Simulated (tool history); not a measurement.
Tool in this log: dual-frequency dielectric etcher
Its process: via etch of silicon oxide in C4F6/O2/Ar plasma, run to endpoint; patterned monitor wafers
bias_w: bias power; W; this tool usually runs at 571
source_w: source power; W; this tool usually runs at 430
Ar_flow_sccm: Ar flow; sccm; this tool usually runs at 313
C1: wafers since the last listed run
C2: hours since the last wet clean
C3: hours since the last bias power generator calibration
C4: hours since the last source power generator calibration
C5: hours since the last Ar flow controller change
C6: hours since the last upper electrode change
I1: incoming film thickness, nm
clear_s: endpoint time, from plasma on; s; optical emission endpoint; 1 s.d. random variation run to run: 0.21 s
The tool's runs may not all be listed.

{"run": 1, "hour": 0.0, "bias_w": 571, "source_w": 430, "Ar_flow_sccm": 313, "C1": 0, "C2": 428.4, "C3": 4105, "C4": 4054.8, "C5": 4529.6, "C6": 4925.5, "I1": 168.3, "clear_s": 39}
{"run": 2, "hour": 28.2, "bias_w": 627, "source_w": 430, "Ar_flow_sccm": 313, "C1": 294, "C2": 456.6, "C3": 4133.2, "C4": 4083, "C5": 4557.8, "C6": 4953.7, "I1": 168.4, "clear_s": 37.4}
{"hour": 65.6, "done": "wet clean of the chamber"}
{"run": 3, "hour": 66.4, "bias_w": 571, "source_w": 430, "Ar_flow_sccm": 313, "C1": 148, "C2": 0.8, "C3": 4171.4, "C4": 4121.2, "C5": 4596, "C6": 4991.9, "I1": 168.5, "clear_s": 37.1}
{"hour": 105.9, "done": "upper electrode replaced"}
{"run": 4, "hour": 118.8, "bias_w": 571, "source_w": 430, "Ar_flow_sccm": 313, "C1": 296, "C2": 53.2, "C3": 4223.8, "C4": 4173.6, "C5": 4648.4, "C6": 12.9, "I1": 168.4, "clear_s": 37.2}
{"run": 5, "hour": 145.8, "bias_w": 571, "source_w": 430, "Ar_flow_sccm": 313, "C1": 281, "C2": 80.2, "C3": 4250.8, "C4": 4200.6, "C5": 4675.4, "C6": 39.9, "I1": 170.6, "clear_s": 37.8}
{"run": 6, "hour": 179.9, "bias_w": 571, "source_w": 430, "Ar_flow_sccm": 313, "C1": 355, "C2": 114.3, "C3": 4284.9, "C4": 4234.7, "C5": 4709.5, "C6": 74, "I1": 167.6, "clear_s": 37.5}
{"run": 7, "hour": 223.6, "bias_w": 571, "source_w": 430, "Ar_flow_sccm": 313, "C1": 456, "C2": 158, "C3": 4328.6, "C4": 4278.4, "C5": 4753.2, "C6": 117.7, "I1": 168.6, "clear_s": 37.6}
{"run": 8, "hour": 319.7, "bias_w": 571, "source_w": 400, "Ar_flow_sccm": 248, "C1": 1003, "C2": 254.1, "C3": 4424.7, "C4": 4374.5, "C5": 4849.3, "C6": 213.8, "I1": 166.9, "clear_s": 38.1}
{"run": 9, "hour": 354.4, "bias_w": 677, "source_w": 350, "Ar_flow_sccm": 361, "C1": 362, "C2": 288.8, "C3": 4459.4, "C4": 4409.2, "C5": 4884, "C6": 248.5, "I1": 169.5, "clear_s": 41}
{"run": 10, "hour": 403.9, "bias_w": 689, "source_w": 470, "Ar_flow_sccm": 290, "C1": 516, "C2": 338.3, "C3": 4508.9, "C4": 4458.7, "C5": 4933.5, "C6": 298, "I1": 168.7, "clear_s": 33.2}
{"run": 11, "hour": 464.1, "bias_w": 639, "source_w": 350, "Ar_flow_sccm": 238, "C1": 628, "C2": 398.5, "C3": 4569.1, "C4": 4518.9, "C5": 4993.7, "C6": 358.2, "I1": 169.7, "clear_s": 40.1}
{"hour": 493.7, "done": "source power generator calibrated"}
{"hour": 541.7, "done": "wet clean of the chamber"}
{"run": 12, "hour": 542.2, "bias_w": 571, "source_w": 360, "Ar_flow_sccm": 346, "C1": 522, "C2": 0.5, "C3": 4647.2, "C4": 48.5, "C5": 5071.8, "C6": 436.3, "I1": 167.8, "clear_s": 42.3}
{"hour": 550.7, "done": "Ar flow controller replaced"}
{"run": 13, "hour": 564.5, "bias_w": 571, "source_w": 430, "Ar_flow_sccm": 313, "C1": 170, "C2": 22.8, "C3": 4669.5, "C4": 70.8, "C5": 13.8, "C6": 458.6, "I1": 168.9, "clear_s": 37.6}
{"hour": 574.4, "done": "bias power generator calibrated"}
{"run": 14, "hour": 598.2, "bias_w": 571, "source_w": 380, "Ar_flow_sccm": 313, "C1": 310, "C2": 56.5, "C3": 23.8, "C4": 104.5, "C5": 47.5, "C6": 492.3, "I1": 167.9, "clear_s": 40.6}
{"run": 15, "hour": 657.5, "bias_w": 571, "source_w": 360, "Ar_flow_sccm": 346, "C1": 619, "C2": 115.8, "C3": 83.1, "C4": 163.8, "C5": 106.8, "C6": 551.6, "I1": 167.9, "clear_s": 43}
{"run": 16, "hour": 715.5, "bias_w": 571, "source_w": 430, "Ar_flow_sccm": 313, "C1": 605, "C2": 173.8, "C3": 141.1, "C4": 221.8, "C5": 164.8, "C6": 609.6, "I1": 167.7, "clear_s": 38}
{"run": 17, "hour": 763.2, "bias_w": 525, "source_w": 400, "Ar_flow_sccm": 313, "C1": 497, "C2": 221.5, "C3": 188.8, "C4": 269.5, "C5": 212.5, "C6": 657.3, "I1": 168.6, "clear_s": 41.9}
{"run": 18, "hour": 801.1, "bias_w": 470, "source_w": 430, "Ar_flow_sccm": 313, "C1": 395, "C2": 259.4, "C3": 226.7, "C4": 307.4, "C5": 250.4, "C6": 695.2, "I1": 168.9, "clear_s": 43.1}
{"run": 19, "hour": 862.2, "bias_w": 653, "source_w": 430, "Ar_flow_sccm": 339, "C1": 637, "C2": 320.5, "C3": 287.8, "C4": 368.5, "C5": 311.5, "C6": 756.3, "I1": 168.5, "clear_s": 36.6}
{"hour": 938.2, "done": "wet clean of the chamber"}
{"run": 20, "hour": 938.7, "bias_w": 571, "source_w": 430, "Ar_flow_sccm": 367, "C1": 548, "C2": 0.5, "C3": 364.3, "C4": 445, "C5": 388, "C6": 832.8, "I1": 170, "clear_s": 38.3}
{"run": 21, "hour": 952.1, "bias_w": 571, "source_w": 430, "Ar_flow_sccm": 313, "C1": 139, "C2": 13.9, "C3": 377.7, "C4": 458.4, "C5": 401.4, "C6": 846.2, "I1": 167.5, "clear_s": 37}
{"run": 22, "hour": 1005.7, "bias_w": 571, "source_w": 350, "Ar_flow_sccm": 359, "C1": 559, "C2": 67.5, "C3": 431.3, "C4": 512, "C5": 455, "C6": 899.8, "I1": 168.2, "clear_s": 43.1}
{"run": 23, "hour": 1030.2, "bias_w": 679, "source_w": 480, "Ar_flow_sccm": 262, "C1": 255, "C2": 92, "C3": 455.8, "C4": 536.5, "C5": 479.5, "C6": 924.3, "I1": 167.9, "clear_s": 31.2}
{"run": 24, "hour": 1073.4, "bias_w": 653, "source_w": 430, "Ar_flow_sccm": 339, "C1": 450, "C2": 135.2, "C3": 499, "C4": 579.7, "C5": 522.7, "C6": 967.5, "I1": 168.1, "clear_s": 35.3}
{"run": 25, "hour": 1124.4, "bias_w": 571, "source_w": 430, "Ar_flow_sccm": 313, "C1": 532, "C2": 186.2, "C3": 550, "C4": 630.7, "C5": 573.7, "C6": 1018.5, "I1": 168.1, "clear_s": 37.6}
{"run": 26, "hour": 1168.3, "bias_w": 571, "source_w": 430, "Ar_flow_sccm": 313, "C1": 458, "C2": 230.1, "C3": 593.9, "C4": 674.6, "C5": 617.6, "C6": 1062.4, "I1": 167.5, "clear_s": 37.7}
{"run": 27, "hour": 1204.9, "bias_w": 571, "source_w": 430, "Ar_flow_sccm": 313, "C1": 382, "C2": 266.7, "C3": 630.5, "C4": 711.2, "C5": 654.2, "C6": 1099, "I1": 167.9, "clear_s": 38.2}
{"run": 28, "hour": 1241.1, "bias_w": 617, "source_w": 430, "Ar_flow_sccm": 288, "C1": 377, "C2": 302.9, "C3": 666.7, "C4": 747.4, "C5": 690.4, "C6": 1135.2, "I1": 168.6, "clear_s": 36.4}

Take each entry between the runs: how does the hidden state at the last listed run before it differ from the hidden state at the first listed run after it?
Run 2 -> run 3: wet clean of the chamber (hour 65.6)
  etch rate over this chamber's usual, %: -4.57 -> 0.294
  measured minus no-state result, clear_s: +1.7 -> -0.1 s
Run 3 -> run 4: upper electrode replaced (hour 105.9)
  etch rate over this chamber's usual, %: 0.294 -> -0.287
  measured minus no-state result, clear_s: -0.1 -> +0.1 s
Run 11 -> run 12: source power generator calibrated (hour 493.7); wet clean of the chamber (hour 541.7)
  etch rate over this chamber's usual, %: -4.12 -> -0.12
  measured minus no-state result, clear_s: +1.7 -> +0.1 s
Run 12 -> run 13: Ar flow controller replaced (hour 550.7)
  etch rate over this chamber's usual, %: -0.12 -> -0.368
  measured minus no-state result, clear_s: +0.1 -> +0.1 s
Run 13 -> run 14: bias power generator calibrated (hour 574.4)
  etch rate over this chamber's usual, %: -0.368 -> -0.742
  measured minus no-state result, clear_s: +0.1 -> +0.4 s
Run 19 -> run 20: wet clean of the chamber (hour 938.2)
  etch rate over this chamber's usual, %: -3.67 -> 0.165
  measured minus no-state result, clear_s: +1.3 -> +0 s
